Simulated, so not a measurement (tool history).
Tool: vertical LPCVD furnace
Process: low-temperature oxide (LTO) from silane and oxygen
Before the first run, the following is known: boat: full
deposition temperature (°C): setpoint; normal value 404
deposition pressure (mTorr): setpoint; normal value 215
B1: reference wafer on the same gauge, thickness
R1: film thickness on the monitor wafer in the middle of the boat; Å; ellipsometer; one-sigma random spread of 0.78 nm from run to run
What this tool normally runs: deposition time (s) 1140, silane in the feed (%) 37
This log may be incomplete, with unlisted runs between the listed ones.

run 1 hour=0 | deposition_temperature_(°C)=404 deposition_pressure_(mTorr)=215 deposition_time_(s)=1140 silane_in_the_feed_(%)=40 | B1=142.12 | R1=1653.7
run 2 hour=26 | deposition_temperature_(°C)=404 deposition_pressure_(mTorr)=215 deposition_time_(s)=1140 silane_in_the_feed_(%)=37 | B1=141.97 | R1=1504.4
run 3 hour=57.8 | deposition_temperature_(°C)=404 deposition_pressure_(mTorr)=215 deposition_time_(s)=1140 silane_in_the_feed_(%)=37 | B1=141.9 | R1=1513.4
run 4 hour=76.6 | deposition_temperature_(°C)=404 deposition_pressure_(mTorr)=215 deposition_time_(s)=1140 silane_in_the_feed_(%)=37 | B1=141.93 | R1=1494.2
run 5 hour=89.1 | deposition_temperature_(°C)=404 deposition_pressure_(mTorr)=215 deposition_time_(s)=1140 silane_in_the_feed_(%)=37 | B1=141.79 | R1=1506.3
run 6 hour=114.7 | deposition_temperature_(°C)=404 deposition_pressure_(mTorr)=215 deposition_time_(s)=1140 silane_in_the_feed_(%)=37 | B1=142.06 | R1=1511.9
run 7 hour=140.9 | deposition_temperature_(°C)=404 deposition_pressure_(mTorr)=215 deposition_time_(s)=1140 silane_in_the_feed_(%)=37 | B1=142.03 | R1=1495.2
run 8 hour=171.4 | deposition_temperature_(°C)=404 deposition_pressure_(mTorr)=215 deposition_time_(s)=1140 silane_in_the_feed_(%)=37 | B1=142.06 | R1=1505
run 9 hour=188.3 | deposition_temperature_(°C)=404 deposition_pressure_(mTorr)=215 deposition_time_(s)=1140 silane_in_the_feed_(%)=37 | B1=141.95 | R1=1499.8
run 10 hour=275.8 | deposition_temperature_(°C)=404 deposition_pressure_(mTorr)=215 deposition_time_(s)=1140 silane_in_the_feed_(%)=37 | B1=141.8 | R1=1508.8
run 11 hour=296.9 | deposition_temperature_(°C)=404 deposition_pressure_(mTorr)=215 deposition_time_(s)=1140 silane_in_the_feed_(%)=37 | B1=142.18 | R1=1499.3
run 12 hour=313.7 | deposition_temperature_(°C)=404 deposition_pressure_(mTorr)=215 deposition_time_(s)=1140 silane_in_the_feed_(%)=37 | B1=141.88 | R1=1505
-- hour=331.9 gauge calibrated
-- hour=338.2 silane flow controller replaced
run 13 hour=348.4 | deposition_temperature_(°C)=404 deposition_pressure_(mTorr)=215 deposition_time_(s)=930 silane_in_the_feed_(%)=37 | B1=141.85 | R1=1235.3
-- hour=391.4 thermocouples replaced and temperature profile calibrated
run 14 hour=391.9 | deposition_temperature_(°C)=404 deposition_pressure_(mTorr)=215 deposition_time_(s)=930 silane_in_the_feed_(%)=37 | B1=141.98 | R1=1223.4
run 15 hour=407.3 | deposition_temperature_(°C)=409 deposition_pressure_(mTorr)=215 deposition_time_(s)=1020 silane_in_the_feed_(%)=37 | B1=142.05 | R1=1411.7
-- hour=451 pressure gauge zeroed
run 16 hour=451.5 | deposition_temperature_(°C)=404 deposition_pressure_(mTorr)=215 deposition_time_(s)=1140 silane_in_the_feed_(%)=37 | B1=142.17 | R1=1558
run 17 hour=466.7 | deposition_temperature_(°C)=399 deposition_pressure_(mTorr)=215 deposition_time_(s)=1290 silane_in_the_feed_(%)=42 | B1=141.85 | R1=1967.1
run 18 hour=557 | deposition_temperature_(°C)=404 deposition_pressure_(mTorr)=170 deposition_time_(s)=1140 silane_in_the_feed_(%)=33 | B1=141.86 | R1=1060.1
run 19 hour=584.5 | deposition_temperature_(°C)=404 deposition_pressure_(mTorr)=185 deposition_time_(s)=780 silane_in_the_feed_(%)=37 | B1=142.06 | R1=918.3
run 20 hour=608.9 | deposition_temperature_(°C)=404 deposition_pressure_(mTorr)=215 deposition_time_(s)=1140 silane_in_the_feed_(%)=37 | B1=142.03 | R1=1572.2
run 21 hour=635.5 | deposition_temperature_(°C)=404 deposition_pressure_(mTorr)=260 deposition_time_(s)=930 silane_in_the_feed_(%)=37 | B1=141.94 | R1=1554
run 22 hour=660 | deposition_temperature_(°C)=397 deposition_pressure_(mTorr)=215 deposition_time_(s)=990 silane_in_the_feed_(%)=43 | B1=142.26 | R1=1489.7
run 23 hour=684.4 | deposition_temperature_(°C)=404 deposition_pressure_(mTorr)=215 deposition_time_(s)=1140 silane_in_the_feed_(%)=37 | B1=141.95 | R1=1555.3
run 24 hour=698.5 | deposition_temperature_(°C)=397 deposition_pressure_(mTorr)=215 deposition_time_(s)=960 silane_in_the_feed_(%)=37 | B1=142.05 | R1=1215.1
run 25 hour=715 | deposition_temperature_(°C)=404 deposition_pressure_(mTorr)=215 deposition_time_(s)=1140 silane_in_the_feed_(%)=37 | B1=141.74 | R1=1545.8
run 26 hour=745.7 | deposition_temperature_(°C)=398 deposition_pressure_(mTorr)=215 deposition_time_(s)=1140 silane_in_the_feed_(%)=37 | B1=142.12 | R1=1440.3
run 27 hour=774.2 | deposition_temperature_(°C)=404 deposition_pressure_(mTorr)=215 deposition_time_(s)=1590 silane_in_the_feed_(%)=30 | B1=141.9 | R1=1611.5
-- hour=791.4 gauge calibrated
run 28 hour=792.1 | deposition_temperature_(°C)=404 deposition_pressure_(mTorr)=215 deposition_time_(s)=1140 silane_in_the_feed_(%)=37 | B1=141.72 | R1=1559.2

Predict each of these 3 candidate next runs independently; none follows another, all start after run 28:
run A hour=797 | deposition_temperature_(°C)=404 deposition_pressure_(mTorr)=215 deposition_time_(s)=1470 silane_in_the_feed_(%)=37 | B1=? | R1=?
run B hour=797 | deposition_temperature_(°C)=407 deposition_pressure_(mTorr)=230 deposition_time_(s)=720 silane_in_the_feed_(%)=42 | B1=? | R1=?
run C hour=797 | deposition_temperature_(°C)=409 deposition_pressure_(mTorr)=230 deposition_time_(s)=1140 silane_in_the_feed_(%)=32 | B1=? | R1=?

run=A B1=142.03 R1=2000.3
run=B B1=142.03 R1=1259.9
run=C B1=142.03 R1=1448.4
Without the tool's hidden state the same runs would have given:
run=A R1=2030.9
run=B R1=1277.9
run=C R1=1469.1
